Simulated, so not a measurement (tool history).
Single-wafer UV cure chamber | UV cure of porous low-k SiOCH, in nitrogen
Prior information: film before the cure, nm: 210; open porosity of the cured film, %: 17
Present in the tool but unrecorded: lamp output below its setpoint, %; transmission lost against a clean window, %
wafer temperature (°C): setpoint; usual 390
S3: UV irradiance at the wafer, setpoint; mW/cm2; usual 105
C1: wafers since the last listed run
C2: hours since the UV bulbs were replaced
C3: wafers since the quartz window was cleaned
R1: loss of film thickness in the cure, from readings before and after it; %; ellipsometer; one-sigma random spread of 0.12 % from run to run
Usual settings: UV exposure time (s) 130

run 1 hour=0 | wafer_temperature_(°C)=390 UV_exposure_time_(s)=130 S3=105 | C1=0 C2=999.9 C3=621 | R1=8.489
run 2 hour=25.5 | wafer_temperature_(°C)=390 UV_exposure_time_(s)=130 S3=105 | C1=135 C2=1025.4 C3=757 | R1=8.675
run 3 hour=44.1 | wafer_temperature_(°C)=390 UV_exposure_time_(s)=130 S3=105 | C1=99 C2=1044 C3=856 | R1=8.579
run 4 hour=68 | wafer_temperature_(°C)=390 UV_exposure_time_(s)=130 S3=105 | C1=127 C2=1067.9 C3=983 | R1=8.629
run 5 hour=84 | wafer_temperature_(°C)=390 UV_exposure_time_(s)=130 S3=105 | C1=85 C2=1083.9 C3=1069 | R1=8.423
run 6 hour=105.8 | wafer_temperature_(°C)=390 UV_exposure_time_(s)=90 S3=85 | C1=116 C2=1105.7 C3=1185 | R1=6.16
run 7 hour=124.2 | wafer_temperature_(°C)=390 UV_exposure_time_(s)=90 S3=85 | C1=98 C2=1124.1 C3=1283 | R1=6.088
run 8 hour=144.1 | wafer_temperature_(°C)=390 UV_exposure_time_(s)=130 S3=105 | C1=106 C2=1144 C3=1389 | R1=8.322
run 9 hour=171.3 | wafer_temperature_(°C)=390 UV_exposure_time_(s)=105 S3=105 | C1=145 C2=1171.2 C3=1534 | R1=7.416
run 10 hour=203.8 | wafer_temperature_(°C)=390 UV_exposure_time_(s)=105 S3=105 | C1=173 C2=1203.7 C3=1708 | R1=7.607
run 11 hour=297 | wafer_temperature_(°C)=390 UV_exposure_time_(s)=105 S3=105 | C1=496 C2=1296.9 C3=2205 | R1=7.565
run 12 hour=324.9 | wafer_temperature_(°C)=390 UV_exposure_time_(s)=130 S3=105 | C1=148 C2=1324.8 C3=2353 | R1=8.266
run 13 hour=357.9 | wafer_temperature_(°C)=390 UV_exposure_time_(s)=130 S3=105 | C1=175 C2=1357.8 C3=2529 | R1=8.376
run 14 hour=374.8 | wafer_temperature_(°C)=390 UV_exposure_time_(s)=180 S3=105 | C1=90 C2=1374.7 C3=2619 | R1=9.771
run 15 hour=401.8 | wafer_temperature_(°C)=390 UV_exposure_time_(s)=130 S3=82 | C1=143 C2=1401.7 C3=2763 | R1=7.311
run 16 hour=419.1 | wafer_temperature_(°C)=401 UV_exposure_time_(s)=130 S3=105 | C1=92 C2=1419 C3=2856 | R1=8.375
run 17 hour=438 | wafer_temperature_(°C)=401 UV_exposure_time_(s)=130 S3=105 | C1=100 C2=1437.9 C3=2956 | R1=8.769
run 18 hour=472.2 | wafer_temperature_(°C)=390 UV_exposure_time_(s)=130 S3=74 | C1=182 C2=1472.1 C3=3139 | R1=7.045
run 19 hour=490.1 | wafer_temperature_(°C)=390 UV_exposure_time_(s)=130 S3=105 | C1=95 C2=1490 C3=3234 | R1=8.391
run 20 hour=516 | wafer_temperature_(°C)=382 UV_exposure_time_(s)=180 S3=116 | C1=138 C2=1515.9 C3=3372 | R1=10.086
run 21 hour=550.8 | wafer_temperature_(°C)=390 UV_exposure_time_(s)=130 S3=105 | C1=185 C2=1550.7 C3=3558 | R1=8.384
run 22 hour=579.8 | wafer_temperature_(°C)=390 UV_exposure_time_(s)=130 S3=133 | C1=154 C2=1579.7 C3=3713 | R1=9.334
run 23 hour=608.4 | wafer_temperature_(°C)=390 UV_exposure_time_(s)=105 S3=121 | C1=152 C2=1608.3 C3=3865 | R1=7.917
run 24 hour=635.7 | wafer_temperature_(°C)=399 UV_exposure_time_(s)=100 S3=75 | C1=145 C2=1635.6 C3=4011 | R1=5.952
run 25 hour=657.6 | wafer_temperature_(°C)=390 UV_exposure_time_(s)=85 S3=105 | C1=116 C2=1657.5 C3=4127 | R1=6.574
-- hour=674 UV bulbs replaced
-- hour=682.6 quartz window cleaned
run 26 hour=691.7 | wafer_temperature_(°C)=384 UV_exposure_time_(s)=180 S3=140 | C1=96 C2=17.7 C3=48 | R1=12.363
run 27 hour=719.8 | wafer_temperature_(°C)=390 UV_exposure_time_(s)=130 S3=123 | C1=149 C2=45.8 C3=198 | R1=10.511
run 28 hour=746.4 | wafer_temperature_(°C)=395 UV_exposure_time_(s)=75 S3=139 | C1=141 C2=72.4 C3=340 | R1=8.414
run 29 hour=779.9 | wafer_temperature_(°C)=390 UV_exposure_time_(s)=195 S3=133 | C1=178 C2=105.9 C3=518 | R1=12.459
run 30 hour=810.2 | wafer_temperature_(°C)=376 UV_exposure_time_(s)=110 S3=84 | C1=161 C2=136.2 C3=680 | R1=7.533
run 31 hour=837.6 | wafer_temperature_(°C)=390 UV_exposure_time_(s)=205 S3=105 | C1=146 C2=163.6 C3=826 | R1=11.428
run 32 hour=868.9 | wafer_temperature_(°C)=390 UV_exposure_time_(s)=130 S3=105 | C1=166 C2=194.9 C3=993 | R1=9.586
run 33 hour=896.5 | wafer_temperature_(°C)=390 UV_exposure_time_(s)=130 S3=105 | C1=147 C2=222.5 C3=1140 | R1=9.197
run 34 hour=926.7 | wafer_temperature_(°C)=390 UV_exposure_time_(s)=130 S3=105 | C1=161 C2=252.7 C3=1301 | R1=9.347

Branching from run 34: 3 alternative next runs. What would each branch give?
run A hour=927.2 | wafer_temperature_(°C)=397 UV_exposure_time_(s)=130 S3=105 | C1=2 C2=253.2 C3=1304 | R1=?
run B hour=927.2 | wafer_temperature_(°C)=384 UV_exposure_time_(s)=200 S3=128 | C1=2 C2=253.2 C3=1304 | R1=?
run C hour=927.2 | wafer_temperature_(°C)=395 UV_exposure_time_(s)=200 S3=67 | C1=2 C2=253.2 C3=1304 | R1=?

run=A R1=9.363
run=B R1=11.989
run=C R1=9.248
The same runs, with their run-to-run variation unchanged, on a tool lacking any hidden condition would have given:
run=A R1=9.869
run=B R1=12.534
run=C R1=9.752

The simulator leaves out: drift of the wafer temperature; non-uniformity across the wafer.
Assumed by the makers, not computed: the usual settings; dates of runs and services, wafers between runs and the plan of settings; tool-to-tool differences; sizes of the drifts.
